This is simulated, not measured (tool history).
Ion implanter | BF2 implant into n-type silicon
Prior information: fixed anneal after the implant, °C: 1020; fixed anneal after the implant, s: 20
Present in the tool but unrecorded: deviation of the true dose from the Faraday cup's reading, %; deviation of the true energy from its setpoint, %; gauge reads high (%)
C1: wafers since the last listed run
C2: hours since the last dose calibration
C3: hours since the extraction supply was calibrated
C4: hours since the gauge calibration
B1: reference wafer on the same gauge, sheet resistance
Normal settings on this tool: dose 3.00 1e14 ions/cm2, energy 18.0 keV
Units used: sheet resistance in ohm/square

Run 1, day 0.000: usual settings but energy 22.5 keV; C1 0; C2 930.0; C3 4935.9; C4 585.2; B1 375.94. Result: sheet resistance 413.88 ohm/square.
Run 2, day 3.396: usual settings; C1 1388; C2 1011.5; C3 5017.4; C4 666.7; B1 376.33. Result: sheet resistance 424.81 ohm/square.
At day 5.229: Faraday cup replaced and dose calibrated.
Run 3, day 5.567: usual settings; C1 751; C2 8.1; C3 5069.5; C4 718.8; B1 375.78. Result: sheet resistance 440.26 ohm/square.
Run 4, day 7.646: usual settings; C1 849; C2 58.0; C3 5119.4; C4 768.7; B1 376.00. Result: sheet resistance 436.66 ohm/square.
Run 5, day 14.896: usual settings; C1 2963; C2 232.0; C3 5293.4; C4 942.7; B1 376.13. Result: sheet resistance 433.13 ohm/square.
Run 6, day 16.467: usual settings; C1 642; C2 269.7; C3 5331.1; C4 980.4; B1 375.95. Result: sheet resistance 433.48 ohm/square.
Run 7, day 20.854: usual settings; C1 1793; C2 375.0; C3 5436.4; C4 1085.7; B1 375.99. Result: sheet resistance 426.50 ohm/square.
Run 8, day 22.896: usual settings; C1 834; C2 424.0; C3 5485.4; C4 1134.7; B1 376.14. Result: sheet resistance 427.63 ohm/square.
At day 23.046: gauge calibrated.
At day 25.458: extraction supply calibrated.
Run 9, day 27.262: usual settings; C1 1648; C2 528.8; C3 43.3; C4 101.2; B1 376.03. Result: sheet resistance 427.38 ohm/square.
Run 10, day 31.125: usual settings; C1 1578; C2 621.5; C3 136.0; C4 193.9; B1 375.91. Result: sheet resistance 426.02 ohm/square.
Run 11, day 36.275: usual settings; C1 2105; C2 745.1; C3 259.6; C4 317.5; B1 376.14. Result: sheet resistance 426.79 ohm/square.
Run 12, day 38.025: usual settings but dose 2.56 1e14 ions/cm2, energy 21.0 keV; C1 715; C2 787.1; C3 301.6; C4 359.5; B1 375.95. Result: sheet resistance 478.03 ohm/square.
Run 13, day 41.442: usual settings; C1 1396; C2 869.1; C3 383.6; C4 441.5; B1 376.16. Result: sheet resistance 427.23 ohm/square.
Run 14, day 45.050: usual settings; C1 1475; C2 955.7; C3 470.2; C4 528.1; B1 375.77. Result: sheet resistance 423.86 ohm/square.
Run 15, day 47.525: usual settings but dose 3.29 1e14 ions/cm2; C1 1011; C2 1015.1; C3 529.6; C4 587.5; B1 376.05. Result: sheet resistance 393.95 ohm/square.
At day 49.846: Faraday cup replaced and dose calibrated.
Run 16, day 50.246: usual settings but dose 3.60 1e14 ions/cm2, energy 16.0 keV; C1 975; C2 9.6; C3 594.9; C4 652.8; B1 376.01. Result: sheet resistance 385.70 ohm/square.
Run 17, day 52.575: usual settings; C1 952; C2 65.5; C3 650.8; C4 708.7; B1 375.94. Result: sheet resistance 435.67 ohm/square.
Run 18, day 54.188: usual settings but dose 2.36 1e14 ions/cm2, energy 20.5 keV; C1 659; C2 104.2; C3 689.5; C4 747.4; B1 376.05. Result: sheet resistance 524.56 ohm/square.
Run 19, day 57.933: usual settings but dose 3.42 1e14 ions/cm2, energy 22.0 keV; C1 1531; C2 194.1; C3 779.4; C4 837.3; B1 375.93. Result: sheet resistance 379.83 ohm/square.
At day 61.033: gauge calibrated.
Run 20, day 61.208: usual settings but dose 3.71 1e14 ions/cm2, energy 13.0 keV; C1 1338; C2 272.7; C3 858.0; C4 4.2; B1 375.87. Result: sheet resistance 383.05 ohm/square.

What will run 21 give?
Run 21, day 62.738: usual settings but energy 16.0 keV; C1 625; C2 309.4; C3 894.7; C4 40.9; B1 ?. Result: sheet resistance ?.

Run 21 came out at B1 375.93, sheet resistance 437.76 ohm/square.
Take away the tool's hidden state, keep the run-to-run variation as it was, and the same run would have given sheet resistance 446.81 ohm/square.
